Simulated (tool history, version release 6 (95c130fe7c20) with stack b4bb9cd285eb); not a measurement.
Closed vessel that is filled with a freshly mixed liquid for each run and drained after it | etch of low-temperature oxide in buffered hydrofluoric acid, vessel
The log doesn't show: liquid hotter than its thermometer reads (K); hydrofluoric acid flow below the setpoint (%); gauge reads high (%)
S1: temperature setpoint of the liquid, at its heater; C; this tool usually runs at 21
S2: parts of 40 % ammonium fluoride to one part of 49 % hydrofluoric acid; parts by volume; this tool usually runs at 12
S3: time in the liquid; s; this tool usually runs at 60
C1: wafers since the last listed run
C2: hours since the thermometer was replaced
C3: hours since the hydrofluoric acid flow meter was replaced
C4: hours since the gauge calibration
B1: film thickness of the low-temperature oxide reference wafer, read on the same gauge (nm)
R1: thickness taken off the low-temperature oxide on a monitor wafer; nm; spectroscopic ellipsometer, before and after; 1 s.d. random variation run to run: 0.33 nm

| run | hour | S1 | S2 | S3 | C1 | C2 | C3 | C4 | B1 | R1 |
|---|---|---|---|---|---|---|---|---|---|---|
| 1 | 0 | 25 | 12 | 60 | 0 | 265.6 | 589.9 | 2531.2 | 68.16 | 98.16 |
| 2 | 37.1 | 21 | 12 | 80 | 2723 | 302.7 | 627 | 2568.3 | 68.13 | 105.83 |
| 3 | 74.7 | 21 | 12 | 80 | 2759 | 340.3 | 664.6 | 2605.9 | 68.13 | 105.66 |
| 4 | 116.9 | 21 | 12 | 80 | 3097 | 382.5 | 706.8 | 2648.1 | 68.1 | 104.93 |
| 5 | 207.9 | 24.5 | 12 | 60 | 6679 | 473.5 | 797.8 | 2739.1 | 68.02 | 96.02 |
| 6 | 267.3 | 21 | 12 | 85 | 4359 | 532.9 | 857.2 | 2798.5 | 68.02 | 112.08 |
| 7 | 372.2 | 21 | 12 | 85 | 7699 | 637.8 | 962.1 | 2903.4 | 67.91 | 112.66 |
| 8 | 408.8 | 21 | 12 | 60 | 2686 | 674.4 | 998.7 | 2940 | 67.88 | 78.91 |
|  | 435.1 | thermometer replaced |
| 9 | 474.5 | 21 | 12 | 60 | 4748 | 39.4 | 1064.4 | 3005.7 | 67.81 | 78.54 |
| 10 | 534.2 | 21 | 12 | 60 | 4381 | 99.1 | 1124.1 | 3065.4 | 67.8 | 79.2 |
| 11 | 770.1 | 24 | 12 | 70 | 17314 | 335 | 1360 | 3301.3 | 67.61 | 108.98 |
|  | 808.9 | gauge calibrated |
| 12 | 830.5 | 21 | 12 | 60 | 4433 | 395.4 | 1420.4 | 21.6 | 69.87 | 81.57 |
| 13 | 931.9 | 21 | 12 | 60 | 7442 | 496.8 | 1521.8 | 123 | 69.78 | 81.44 |
| 14 | 996.5 | 21 | 12 | 60 | 4741 | 561.4 | 1586.4 | 187.6 | 69.75 | 81.23 |
|  | 1023 | thermometer replaced |
| 15 | 1078.4 | 21 | 12 | 60 | 5937 | 55.4 | 1668.3 | 269.5 | 69.72 | 81.27 |
| 16 | 1183 | 21 | 12 | 60 | 7677 | 160 | 1772.9 | 374.1 | 69.62 | 80.63 |
| 17 | 1244.3 | 21 | 12 | 45 | 4499 | 221.3 | 1834.2 | 435.4 | 69.57 | 60.56 |
| 18 | 1347.2 | 17 | 16.5 | 95 | 7552 | 324.2 | 1937.1 | 538.3 | 69.48 | 74.19 |
| 19 | 1427.2 | 21 | 12 | 60 | 5871 | 404.2 | 2017.1 | 618.3 | 69.45 | 80.63 |
| 20 | 1518.9 | 22.5 | 14 | 60 | 6730 | 495.9 | 2108.8 | 710 | 69.35 | 75.53 |
| 21 | 1595.9 | 25 | 13.5 | 95 | 5651 | 572.9 | 2185.8 | 787 | 69.28 | 141.66 |
| 22 | 1671.4 | 23.5 | 15.5 | 40 | 5541 | 648.4 | 2261.3 | 862.5 | 69.24 | 47.65 |
|  | 1749.7 | thermometer replaced |
|  | 1750 | hydrofluoric acid flow meter replaced |
| 23 | 1773.8 | 17.5 | 12 | 60 | 7422 | 24.1 | 23.8 | 964.9 | 69.16 | 66.33 |
| 24 | 1815.1 | 24 | 16.5 | 45 | 3031 | 65.4 | 65.1 | 1006.2 | 69.09 | 52.52 |

Run 25 comes next. What will it give?
| 25 | 1896.5 | 24 | 9.5 | 35 | 5974 | 146.8 | 146.5 | 1087.6 | ? | ? |

For run 25 the tool returned B1 69.05, R1 68.28 nm.
Were there no unlogged condition in the tool, this run, its random variation unchanged, would have produced R1 69.21 nm.

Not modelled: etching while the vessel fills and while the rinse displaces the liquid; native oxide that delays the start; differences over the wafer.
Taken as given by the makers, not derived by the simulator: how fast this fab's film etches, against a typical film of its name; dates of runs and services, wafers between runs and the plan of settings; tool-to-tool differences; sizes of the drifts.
